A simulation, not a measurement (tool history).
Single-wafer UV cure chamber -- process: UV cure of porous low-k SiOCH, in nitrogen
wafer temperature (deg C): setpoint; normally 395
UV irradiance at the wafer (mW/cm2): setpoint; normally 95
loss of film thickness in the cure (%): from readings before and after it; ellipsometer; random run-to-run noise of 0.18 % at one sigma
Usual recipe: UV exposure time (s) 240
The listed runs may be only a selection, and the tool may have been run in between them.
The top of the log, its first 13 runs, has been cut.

run,hour,wafer temperature (deg C),UV exposure time (s),UV irradiance at the wafer (mW/cm2),wafers since the last listed run,hours since the UV bulbs were replaced,wafers since the quartz window was cleaned,loss of film thickness in the cure (%)
# hour 570.4: UV bulbs replaced
14,592.7,395,240,95,233,22.3,1082,12.075
15,627.5,395,195,95,216,57.1,1298,11.026
16,660.2,406,240,95,202,89.8,1501,12.196
17,727.1,406,240,95,415,156.7,1916,12.174
18,798,395,240,95,440,227.6,2356,11.897
19,937.2,382,340,125,864,366.8,3221,14.092
20,964.4,395,130,95,168,394,3389,8.872
21,1017.7,395,160,55,330,447.3,3720,7.186
22,1087.4,403,240,95,432,517,4153,11.533
23,1111.4,395,240,95,148,541,4302,11.126
# hour 1146.6: quartz window cleaned
24,1173.8,389,240,95,337,603.4,168,11.185
25,1238.2,395,240,95,399,667.8,568,11.083
26,1301.6,395,100,95,393,731.2,962,7.205
27,1349.4,395,240,95,296,779,1258,10.704
28,1408.2,395,240,95,365,837.8,1623,11.035
29,1433.6,403,240,95,157,863.2,1781,11.257
30,1458.2,395,240,61,152,887.8,1934,8.799
31,1505.2,395,180,95,291,934.8,2226,9.755
32,1529.8,415,240,95,152,959.4,2378,11.342
33,1564,395,240,125,212,993.6,2591,11.929
34,1602.3,395,240,118,237,1031.9,2828,11.862
35,1646.8,379,310,124,276,1076.4,3105,12.939

Below are 3 alternative next runs, each starting from the tool's condition after run 35. Predict each:
A,1647.2,395,240,95,2,1076.8,3107,?
B,1647.2,376,240,67,2,1076.8,3107,?
C,1647.2,411,330,128,2,1076.8,3107,?

run,loss of film thickness in the cure (%)
A,10.756
B,8.837
C,14.027
Stripped of hidden state, with their random variation kept, the same runs would have yielded:
run,loss of film thickness in the cure (%)
A,12.735
B,10.712
C,16.135
